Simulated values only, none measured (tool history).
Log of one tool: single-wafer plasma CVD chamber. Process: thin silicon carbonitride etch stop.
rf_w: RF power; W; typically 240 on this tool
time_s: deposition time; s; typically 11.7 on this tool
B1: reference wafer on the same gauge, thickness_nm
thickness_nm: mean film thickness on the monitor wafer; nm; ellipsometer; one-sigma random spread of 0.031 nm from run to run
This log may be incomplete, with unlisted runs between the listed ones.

Run 1, hour 0: usual settings; B1 6.056. Result: thickness_nm 6.011 nm.
Run 2, hour 43.6: usual settings; B1 6.035. Result: thickness_nm 5.977 nm.
Run 3, hour 88.5: usual settings but rf_w 270 W; B1 6.055. Result: thickness_nm 6.319 nm.
Run 4, hour 142.9: usual settings but rf_w 270 W; B1 6.051. Result: thickness_nm 6.264 nm.
Run 5, hour 251.2: usual settings but time_s 12.2 s; B1 6.055. Result: thickness_nm 6.212 nm.
Run 6, hour 299.8: usual settings but time_s 12.2 s; B1 6.062. Result: thickness_nm 6.229 nm.
At hour 355: thermocouple changed; heater temperature recalibrated.
Run 7, hour 360.6: usual settings but time_s 12.2 s; B1 6.056. Result: thickness_nm 6.247 nm.
Run 8, hour 393.9: usual settings; B1 6.055. Result: thickness_nm 5.965 nm.
Run 9, hour 457.5: usual settings; B1 6.038. Result: thickness_nm 5.938 nm.
Run 10, hour 485.9: usual settings; B1 6.047. Result: thickness_nm 5.974 nm.
Run 11, hour 515.1: usual settings; B1 6.049. Result: thickness_nm 5.959 nm.
At hour 529.2: RF generator calibrated.
Run 12, hour 580.4: usual settings but rf_w 265 W; B1 6.055. Result: thickness_nm 6.142 nm.
Run 13, hour 647.4: usual settings; B1 6.047. Result: thickness_nm 5.832 nm.
Run 14, hour 683.5: usual settings; B1 6.043. Result: thickness_nm 5.897 nm.
At hour 714: showerhead replaced.
Run 15, hour 747.1: usual settings but rf_w 210 W, time_s 13.3 s; B1 6.048. Result: thickness_nm 6.316 nm.
Run 16, hour 806.8: usual settings but rf_w 265 W, time_s 9.5 s; B1 6.034. Result: thickness_nm 4.914 nm.
Run 17, hour 862.5: usual settings; B1 6.059. Result: thickness_nm 5.86 nm.
Run 18, hour 922: usual settings; B1 6.038. Result: thickness_nm 5.896 nm.
Run 19, hour 957.7: usual settings but rf_w 285 W, time_s 9.5 s; B1 6.047. Result: thickness_nm 5.084 nm.
At hour 984.3: RF generator calibrated, repeated, since the last time left the tool worse.
Run 20, hour 1024.1: usual settings but rf_w 195 W; B1 6.05. Result: thickness_nm 5.622 nm.
Run 21, hour 1060.4: usual settings but rf_w 195 W, time_s 10.9 s; B1 6.056. Result: thickness_nm 5.185 nm.
At hour 1087.5: gauge calibrated.
Run 22, hour 1131.7: usual settings but rf_w 280 W; B1 6.051. Result: thickness_nm 6.432 nm.
Run 23, hour 1185.3: usual settings but rf_w 255 W, time_s 9.7 s; B1 6.043. Result: thickness_nm 5.217 nm.
Run 24, hour 1246.5: usual settings; B1 6.047. Result: thickness_nm 6.086 nm.
Run 25, hour 1315.6: usual settings but rf_w 210 W, time_s 13.9 s; B1 6.054. Result: thickness_nm 6.897 nm.
Run 26, hour 1368: usual settings but rf_w 270 W, time_s 10 s; B1 6.058. Result: thickness_nm 5.464 nm.
At hour 1439.5: thermocouple changed; heater temperature recalibrated.
Run 27, hour 1440: usual settings but time_s 10.7 s; B1 6.051. Result: thickness_nm 5.586 nm.
Run 28, hour 1482.6: usual settings but rf_w 260 W, time_s 9.4 s; B1 6.039. Result: thickness_nm 5.076 nm.
Run 29, hour 1508.7: usual settings but rf_w 260 W, time_s 9.4 s; B1 6.066. Result: thickness_nm 5.101 nm.
Run 30, hour 1579.5: usual settings but rf_w 205 W, time_s 9.9 s; B1 6.05. Result: thickness_nm 4.841 nm.
Run 31, hour 1650.3: usual settings but rf_w 225 W, time_s 10.6 s; B1 6.049. Result: thickness_nm 5.401 nm.
Run 32, hour 1687.2: usual settings but rf_w 255 W, time_s 13.4 s; B1 6.051. Result: thickness_nm 7.228 nm.
Run 33, hour 1745.2: usual settings; B1 6.044. Result: thickness_nm 6.099 nm.
Run 34, hour 1806.7: usual settings but rf_w 255 W, time_s 13.4 s; B1 6.066. Result: thickness_nm 7.083 nm.
Run 35, hour 1865.1: usual settings but rf_w 260 W, time_s 13.7 s; B1 6.057. Result: thickness_nm 7.444 nm.
Run 36, hour 1895.2: usual settings; B1 6.057. Result: thickness_nm 6.103 nm.

Each row is a separate what-if for the run after 36, all from the same tool condition, not one after another. Results?
Run A, hour 1895.6: usual settings but rf_w 215 W; B1 ?. Result: thickness_nm ?.
Run B, hour 1895.6: usual settings but rf_w 220 W, time_s 11.1 s; B1 ?. Result: thickness_nm ?.
Run C, hour 1895.6: usual settings but rf_w 205 W, time_s 11.1 s; B1 ?. Result: thickness_nm ?.

run     B1  thickness_nm
  A  6.042          5.81
  B  6.042         5.566
  C  6.042           5.4
Without the tool's hidden state the same runs would have given:
run  thickness_nm
  A         5.835
  B          5.59
  C         5.423

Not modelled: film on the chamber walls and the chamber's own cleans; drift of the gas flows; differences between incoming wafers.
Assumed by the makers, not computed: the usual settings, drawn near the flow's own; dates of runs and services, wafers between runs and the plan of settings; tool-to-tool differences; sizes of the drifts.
